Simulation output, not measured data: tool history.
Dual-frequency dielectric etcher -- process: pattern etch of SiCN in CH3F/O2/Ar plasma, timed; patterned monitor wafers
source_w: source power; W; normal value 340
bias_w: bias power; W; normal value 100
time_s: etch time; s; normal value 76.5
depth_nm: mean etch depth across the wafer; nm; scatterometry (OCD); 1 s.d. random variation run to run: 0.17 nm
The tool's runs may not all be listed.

run,hour,source_w,bias_w,time_s,"read-back reference wafer on the same gauge, depth_nm",depth_nm
1,0,340,100,76.5,31.78,29.43
2,82.1,340,100,76.5,31.77,29.43
3,156.8,340,100,76.5,31.81,29.87
4,233.2,310,100,76.5,31.79,29.25
5,276.7,310,100,76.5,31.79,29.26
6,317.2,310,100,76.5,31.84,29.1
7,383.1,360,100,76.5,31.8,30.72
# hour 479.1: wet clean of the chamber
8,479.6,340,100,76.5,31.81,28.74
# hour 585.2: bias power generator calibrated
9,674.6,340,100,76.5,31.79,29.67
# hour 691.6: source power generator calibrated
10,710.8,340,100,76.5,31.79,29.54
11,800.5,340,100,76.5,31.8,29.63
12,839.4,340,85,76.5,31.84,28.55
13,896.4,400,120,76.5,31.8,32.37
14,961.7,280,121,95.5,31.85,37.23
# hour 1014.8: wet clean of the chamber
15,1015.3,340,100,76.5,31.82,28.51
# hour 1025.6: gauge calibrated
# hour 1058.2: upper electrode replaced, of another model than before
16,1106.4,340,118,76.5,31.78,30.21
17,1170.3,340,100,82.5,31.82,31.32
18,1384.2,300,92,56.5,31.8,20.87
19,1463.4,340,123,76.5,31.8,30.96
20,1549.8,270,113,93.5,31.85,36.53

What if the next run were any one of these 5? Each begins from the tool's condition after run 20:
A,1550.2,380,100,76.5,?,?
B,1550.2,290,112,70,?,?
C,1550.2,370,100,76.5,?,?
D,1550.2,390,124,65,?,?
E,1550.2,400,114,58.5,?,?

run,"read-back reference wafer on the same gauge, depth_nm",depth_nm
A,31.78,30.37
B,31.78,27.63
C,31.78,30.25
D,31.78,27.46
E,31.78,24.23
What these runs would have given with no unlogged condition in the tool:
run,depth_nm
A,29.39
B,26.75
C,29.28
D,26.58
E,23.46

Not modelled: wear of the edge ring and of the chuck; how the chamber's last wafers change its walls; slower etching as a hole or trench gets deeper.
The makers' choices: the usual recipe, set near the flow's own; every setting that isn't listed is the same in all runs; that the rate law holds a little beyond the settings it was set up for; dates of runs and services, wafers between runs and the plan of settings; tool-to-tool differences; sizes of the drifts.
